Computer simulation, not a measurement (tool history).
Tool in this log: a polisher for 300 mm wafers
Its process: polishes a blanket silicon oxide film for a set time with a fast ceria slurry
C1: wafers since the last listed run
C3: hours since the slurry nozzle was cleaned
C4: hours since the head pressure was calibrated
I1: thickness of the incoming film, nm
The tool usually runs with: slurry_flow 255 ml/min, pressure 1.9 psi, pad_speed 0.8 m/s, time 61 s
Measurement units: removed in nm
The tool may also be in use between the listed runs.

Run 1, hour 0: usual settings; C1 0; wafers polished on this pad 5455; C3 283; C4 507.2; I1 2834.7. Result: removed 528 nm.
Run 2, hour 62.5: usual settings; C1 802; wafers polished on this pad 6257; C3 345.5; C4 569.7; I1 2878.7. Result: removed 530.5 nm.
Run 3, hour 97.3: usual settings; C1 446; wafers polished on this pad 6704; C3 380.3; C4 604.5; I1 2911. Result: removed 527.1 nm.
Run 4, hour 163.2: usual settings; C1 845; wafers polished on this pad 7549; C3 446.2; C4 670.4; I1 2810.1. Result: removed 522.5 nm.
At hour 209.2: worn pad replaced by a new one.
Run 5, hour 209.7: usual settings; C1 545; wafers polished on this pad 6; C3 492.7; C4 716.9; I1 2912.9. Result: removed 572.4 nm.
Run 6, hour 264.2: usual settings but slurry_flow 310 ml/min; C1 699; wafers polished on this pad 705; C3 547.2; C4 771.4; I1 2867.1. Result: removed 583.3 nm.
At hour 278.2: slurry nozzle cleaned.
Run 7, hour 293.5: usual settings but time 56 s; C1 363; wafers polished on this pad 1069; C3 15.3; C4 800.7; I1 2848.1. Result: removed 518 nm.
Run 8, hour 356.4: usual settings but time 54 s; C1 807; wafers polished on this pad 1876; C3 78.2; C4 863.6; I1 2865.6. Result: removed 497.7 nm.
At hour 397.9: head pressure recalibrated.
Run 9, hour 519.5: usual settings; C1 2067; wafers polished on this pad 3943; C3 241.3; C4 121.6; I1 2829.8. Result: removed 504.1 nm.
Run 10, hour 546.6: usual settings; C1 347; wafers polished on this pad 4291; C3 268.4; C4 148.7; I1 2878.6. Result: removed 510.5 nm.
Run 11, hour 576.9: usual settings; C1 388; wafers polished on this pad 4680; C3 298.7; C4 179; I1 2902.8. Result: removed 509.7 nm.
Run 12, hour 614.4: usual settings; C1 481; wafers polished on this pad 5161; C3 336.2; C4 216.5; I1 2881.5. Result: removed 509.7 nm.
At hour 717.1: worn pad replaced by a new one.
Run 13, hour 735: usual settings; C1 1496; wafers polished on this pad 229; C3 456.8; C4 337.1; I1 2882.9. Result: removed 572.5 nm.
At hour 768.1: slurry nozzle cleaned.
Run 14, hour 794.8: usual settings but slurry_flow 185 ml/min; C1 754; wafers polished on this pad 984; C3 26.7; C4 396.9; I1 2813.1. Result: removed 519.9 nm.
Run 15, hour 848.8: usual settings but pad_speed 0.56 m/s, time 77 s; C1 693; wafers polished on this pad 1677; C3 80.7; C4 450.9; I1 2852.1. Result: removed 470.8 nm.
Run 16, hour 917.6: usual settings but slurry_flow 230 ml/min, pad_speed 0.92 m/s; C1 882; wafers polished on this pad 2560; C3 149.5; C4 519.7; I1 2833.1. Result: removed 621.1 nm.
Run 17, hour 957.8: usual settings but pad_speed 0.9 m/s, time 76 s; C1 515; wafers polished on this pad 3076; C3 189.7; C4 559.9; I1 2847.9. Result: removed 746.6 nm.
Run 18, hour 987.6: usual settings but slurry_flow 205 ml/min, time 75 s; C1 382; wafers polished on this pad 3458; C3 219.5; C4 589.7; I1 2893.9. Result: removed 634.1 nm.
Run 19, hour 1031.7: usual settings but pad_speed 0.66 m/s, time 66 s; C1 565; wafers polished on this pad 4024; C3 263.6; C4 633.8; I1 2872.9. Result: removed 468.8 nm.
Run 20, hour 1067.1: usual settings; C1 454; wafers polished on this pad 4479; C3 299; C4 669.2; I1 2908.5. Result: removed 533.4 nm.
Run 21, hour 1123.2: usual settings but slurry_flow 315 ml/min, pad_speed 0.68 m/s; C1 719; wafers polished on this pad 5199; C3 355.1; C4 725.3; I1 2852.4. Result: removed 461.9 nm.
At hour 1181.8: head pressure recalibrated.
Run 22, hour 1185.7: usual settings but pressure 2.2 psi, pad_speed 1 m/s, time 48 s; C1 776; wafers polished on this pad 5975; C3 417.6; C4 3.9; I1 2862.1. Result: removed 519.9 nm.
Run 23, hour 1220.2: usual settings but pressure 2.3 psi, time 46 s; C1 442; wafers polished on this pad 6418; C3 452.1; C4 38.4; I1 2868.9. Result: removed 419.7 nm.
Run 24, hour 1275.7: usual settings but slurry_flow 225 ml/min, pressure 1.7 psi; C1 712; wafers polished on this pad 7130; C3 507.6; C4 93.9; I1 2879.5. Result: removed 461.9 nm.
Run 25, hour 1328.7: usual settings but pad_speed 0.62 m/s; C1 680; wafers polished on this pad 7810; C3 560.6; C4 146.9; I1 2835.6. Result: removed 389.2 nm.
At hour 1340.2: worn pad replaced by a new one.
At hour 1370.2: slurry nozzle cleaned.
Run 26, hour 1381.5: usual settings but pad_speed 0.9 m/s; C1 613; wafers polished on this pad 517; C3 11.3; C4 199.7; I1 2823.5. Result: removed 621.8 nm.
Run 27, hour 1441.5: usual settings but slurry_flow 225 ml/min, pad_speed 0.58 m/s, time 81 s; C1 770; wafers polished on this pad 1287; C3 71.3; C4 259.7; I1 2860.6. Result: removed 512.4 nm.
Run 28, hour 1640.3: usual settings but pressure 1.6 psi; C1 2551; wafers polished on this pad 3838; C3 270.1; C4 458.5; I1 2833.8. Result: removed 478 nm.
Run 29, hour 1772.7: usual settings; C1 1699; wafers polished on this pad 5537; C3 402.5; C4 590.9; I1 2910.9. Result: removed 520.2 nm.
Run 30, hour 1843: usual settings; C1 902; wafers polished on this pad 6440; C3 472.8; C4 661.2; I1 2829. Result: removed 525.5 nm.
At hour 1848.4: worn pad replaced by a new one.
Run 31, hour 1968.8: usual settings; C1 1563; wafers polished on this pad 1545; C3 598.6; C4 787; I1 2845.2. Result: removed 554.8 nm.
At hour 1976.4: slurry nozzle cleaned.
At hour 1985.8: head pressure recalibrated.
Run 32, hour 2017.1: usual settings but pressure 2.3 psi; C1 581; wafers polished on this pad 2127; C3 40.7; C4 31.3; I1 2874.7. Result: removed 594.3 nm.
Run 33, hour 2081.2: usual settings but time 51 s; C1 822; wafers polished on this pad 2949; C3 104.8; C4 95.4; I1 2863.3. Result: removed 439.4 nm.
Run 34, hour 2122.7: usual settings but slurry_flow 285 ml/min, pad_speed 1.06 m/s, time 81 s; C1 532; wafers polished on this pad 3482; C3 146.3; C4 136.9; I1 2821.3. Result: removed 930.7 nm.
Run 35, hour 2151.2: usual settings but time 70 s; C1 365; wafers polished on this pad 3848; C3 174.8; C4 165.4; I1 2813.2. Result: removed 593.5 nm.
Run 36, hour 2177.1: usual settings; C1 332; wafers polished on this pad 4180; C3 200.7; C4 191.3; I1 2870.3. Result: removed 521.7 nm.
Run 37, hour 2240.6: usual settings but pressure 1.4 psi, time 47 s; C1 814; wafers polished on this pad 4995; C3 264.2; C4 254.8; I1 2832.1. Result: removed 331 nm.

Hidden state, per run?
slurry flow missing at the pad, %: 0 in every run
H1: removal rate lost through wear of the pad, %
H2: deviation of the head's pressure from its setpoint, %
run     H1      H2
  1   9.82    9.61
  2   10.1    9.98
  3   10.2    10.2
  4   10.4    10.4
  5  0.673    10.6
  6   3.22    10.8
  7   4.31    10.8
  8   6.15      11
  9   8.85    2.81
 10   9.11    3.42
 11   9.36    4.05
 12   9.62    4.74
 13   1.99    6.45
 14    4.5    7.08
 15   6.18    7.54
 16   7.72    8.03
 17    8.4    8.27
 18   8.81    8.42
 19   9.32    8.63
 20   9.64    8.77
 21   10.1    8.96
 22   10.4  -0.917
 23   10.5   0.227
 24   10.7    1.81
 25   10.8    3.07
 26   2.46    4.13
 27   4.68    5.12
 28   8.55    7.29
 29    9.6    8.12
 30   9.92    8.43
 31   5.65    8.83
 32   6.86    3.34
 33   8.06    5.19
 34   8.65    6.19
 35   8.98     6.8
 36   9.24    7.31
 37   9.75    8.39

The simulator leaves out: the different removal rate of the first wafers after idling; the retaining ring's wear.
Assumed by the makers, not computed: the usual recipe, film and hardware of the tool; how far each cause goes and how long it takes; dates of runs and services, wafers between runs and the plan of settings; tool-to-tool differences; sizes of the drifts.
